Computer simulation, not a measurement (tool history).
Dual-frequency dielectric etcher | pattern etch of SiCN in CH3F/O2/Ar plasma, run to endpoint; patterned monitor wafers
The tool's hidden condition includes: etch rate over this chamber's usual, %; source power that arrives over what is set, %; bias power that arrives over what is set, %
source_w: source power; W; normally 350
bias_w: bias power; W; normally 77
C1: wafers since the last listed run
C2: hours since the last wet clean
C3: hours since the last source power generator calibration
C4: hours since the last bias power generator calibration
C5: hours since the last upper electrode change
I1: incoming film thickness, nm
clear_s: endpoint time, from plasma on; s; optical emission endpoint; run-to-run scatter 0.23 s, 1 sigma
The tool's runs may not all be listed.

run 1 hour=0.0 | source_w=350 bias_w=77 | C1=0 C2=173.3 C3=1834.2 C4=1732.8 C5=3692.9 | I1=9.59 | clear_s=26.5
run 2 hour=45.3 | source_w=350 bias_w=77 | C1=908 C2=218.6 C3=1879.5 C4=1778.1 C5=3738.2 | I1=9.56 | clear_s=26.0
run 3 hour=96.4 | source_w=350 bias_w=77 | C1=1025 C2=269.7 C3=1930.6 C4=1829.2 C5=3789.3 | I1=9.65 | clear_s=26.1
run 4 hour=151.7 | source_w=350 bias_w=77 | C1=1109 C2=325.0 C3=1985.9 C4=1884.5 C5=3844.6 | I1=9.55 | clear_s=26.2
run 5 hour=187.0 | source_w=350 bias_w=77 | C1=708 C2=360.3 C3=2021.2 C4=1919.8 C5=3879.9 | I1=9.61 | clear_s=26.0
-- hour=226.2 wet clean of the chamber
run 6 hour=226.7 | source_w=280 bias_w=82 | C1=314 C2=0.5 C3=2060.9 C4=1959.5 C5=3919.6 | I1=9.57 | clear_s=28.3
run 7 hour=278.8 | source_w=280 bias_w=82 | C1=1045 C2=52.6 C3=2113.0 C4=2011.6 C5=3971.7 | I1=9.52 | clear_s=27.9
run 8 hour=337.4 | source_w=350 bias_w=77 | C1=1175 C2=111.2 C3=2171.6 C4=2070.2 C5=4030.3 | I1=9.62 | clear_s=27.1
run 9 hour=377.7 | source_w=350 bias_w=77 | C1=808 C2=151.5 C3=2211.9 C4=2110.5 C5=4070.6 | I1=9.61 | clear_s=27.0
run 10 hour=434.0 | source_w=350 bias_w=77 | C1=1129 C2=207.8 C3=2268.2 C4=2166.8 C5=4126.9 | I1=9.58 | clear_s=26.1
run 11 hour=463.1 | source_w=350 bias_w=77 | C1=583 C2=236.9 C3=2297.3 C4=2195.9 C5=4156.0 | I1=9.68 | clear_s=26.4
run 12 hour=528.3 | source_w=350 bias_w=77 | C1=1307 C2=302.1 C3=2362.5 C4=2261.1 C5=4221.2 | I1=9.62 | clear_s=25.9
run 13 hour=597.4 | source_w=350 bias_w=77 | C1=1386 C2=371.2 C3=2431.6 C4=2330.2 C5=4290.3 | I1=9.65 | clear_s=26.5
-- hour=632.6 wet clean of the chamber
run 14 hour=654.4 | source_w=350 bias_w=77 | C1=662 C2=21.8 C3=2488.6 C4=2387.2 C5=4347.3 | I1=9.60 | clear_s=26.8
run 15 hour=686.6 | source_w=330 bias_w=66 | C1=645 C2=54.0 C3=2520.8 C4=2419.4 C5=4379.5 | I1=9.62 | clear_s=29.1
run 16 hour=732.1 | source_w=350 bias_w=77 | C1=912 C2=99.5 C3=2566.3 C4=2464.9 C5=4425.0 | I1=9.61 | clear_s=26.8
run 17 hour=789.6 | source_w=260 bias_w=59 | C1=1153 C2=157.0 C3=2623.8 C4=2522.4 C5=4482.5 | I1=9.56 | clear_s=31.9
run 18 hour=832.3 | source_w=400 bias_w=77 | C1=856 C2=199.7 C3=2666.5 C4=2565.1 C5=4525.2 | I1=9.61 | clear_s=25.3
run 19 hour=867.7 | source_w=410 bias_w=59 | C1=710 C2=235.1 C3=2701.9 C4=2600.5 C5=4560.6 | I1=9.53 | clear_s=27.5
-- hour=885.4 source power generator calibrated
-- hour=907.6 bias power generator calibrated
run 20 hour=962.8 | source_w=350 bias_w=83 | C1=1747 C2=330.2 C3=77.4 C4=55.2 C5=4655.7 | I1=9.64 | clear_s=25.3
-- hour=989.9 upper electrode replaced, of another model than before
-- hour=1008.9 wet clean of the chamber
run 21 hour=1047.6 | source_w=350 bias_w=77 | C1=838 C2=38.7 C3=162.2 C4=140.0 C5=57.7 | I1=9.62 | clear_s=27.0
run 22 hour=1088.4 | source_w=420 bias_w=69 | C1=818 C2=79.5 C3=203.0 C4=180.8 C5=98.5 | I1=9.55 | clear_s=25.8
run 23 hour=1141.7 | source_w=320 bias_w=61 | C1=1069 C2=132.8 C3=256.3 C4=234.1 C5=151.8 | I1=9.60 | clear_s=31.9
run 24 hour=1208.9 | source_w=350 bias_w=77 | C1=1348 C2=200.0 C3=323.5 C4=301.3 C5=219.0 | I1=9.60 | clear_s=26.1
run 25 hour=1277.0 | source_w=350 bias_w=77 | C1=1366 C2=268.1 C3=391.6 C4=369.4 C5=287.1 | I1=9.66 | clear_s=26.4
run 26 hour=1331.4 | source_w=350 bias_w=62 | C1=1091 C2=322.5 C3=446.0 C4=423.8 C5=341.5 | I1=9.72 | clear_s=29.5
run 27 hour=1366.8 | source_w=430 bias_w=92 | C1=710 C2=357.9 C3=481.4 C4=459.2 C5=376.9 | I1=9.58 | clear_s=20.8
-- hour=1409.1 wet clean of the chamber
run 28 hour=1409.6 | source_w=430 bias_w=77 | C1=377 C2=0.5 C3=524.2 C4=502.0 C5=419.7 | I1=9.63 | clear_s=24.3
run 29 hour=1442.9 | source_w=390 bias_w=84 | C1=668 C2=33.8 C3=557.5 C4=535.3 C5=453.0 | I1=9.63 | clear_s=24.5
run 30 hour=1509.9 | source_w=410 bias_w=72 | C1=1344 C2=100.8 C3=624.5 C4=602.3 C5=520.0 | I1=9.64 | clear_s=25.9
run 31 hour=1561.8 | source_w=280 bias_w=82 | C1=1041 C2=152.7 C3=676.4 C4=654.2 C5=571.9 | I1=9.67 | clear_s=29.5
run 32 hour=1619.4 | source_w=430 bias_w=96 | C1=1155 C2=210.3 C3=734.0 C4=711.8 C5=629.5 | I1=9.54 | clear_s=20.7
run 33 hour=1683.5 | source_w=430 bias_w=65 | C1=1285 C2=274.4 C3=798.1 C4=775.9 C5=693.6 | I1=9.58 | clear_s=25.7
run 34 hour=1736.8 | source_w=350 bias_w=77 | C1=1069 C2=327.7 C3=851.4 C4=829.2 C5=746.9 | I1=9.68 | clear_s=26.4
-- hour=1799.0 wet clean of the chamber
run 35 hour=1799.5 | source_w=300 bias_w=89 | C1=776 C2=0.5 C3=914.1 C4=891.9 C5=809.6 | I1=9.69 | clear_s=28.1

Entry by entry between the runs, the difference in hidden state between the last listed run before and the first listed run after:
In the gap between runs 5 and 6: wet clean of the chamber (hour 226.2)
  etch rate over this chamber's usual, %: 4.81 -> 0.254
  the result without the hidden state subtracted from the measured one, clear_s: -1.3 -> +0.0 s
In the gap between runs 13 and 14: wet clean of the chamber (hour 632.6)
  etch rate over this chamber's usual, %: 4.69 -> 0.358
  the result without the hidden state subtracted from the measured one, clear_s: -1.2 -> -0.1 s
In the gap between runs 19 and 20: source power generator calibrated (hour 885.4); bias power generator calibrated (hour 907.6)
  etch rate over this chamber's usual, %: 2.91 -> 4.05
  the result without the hidden state subtracted from the measured one, clear_s: -0.8 -> -1.0 s
In the gap between runs 20 and 21: upper electrode replaced, of another model than before (hour 989.9); wet clean of the chamber (hour 1008.9)
  etch rate over this chamber's usual, %: 4.05 -> 0.776
  the result without the hidden state subtracted from the measured one, clear_s: -1.0 -> -0.2 s
In the gap between runs 27 and 28: wet clean of the chamber (hour 1409.1)
  etch rate over this chamber's usual, %: 4.6 -> 0.0000692
  the result without the hidden state subtracted from the measured one, clear_s: -1.0 -> +0.0 s
In the gap between runs 34 and 35: wet clean of the chamber (hour 1799.0)
  etch rate over this chamber's usual, %: 3.92 -> -0.57
  the result without the hidden state subtracted from the measured one, clear_s: -1.0 -> +0.1 s
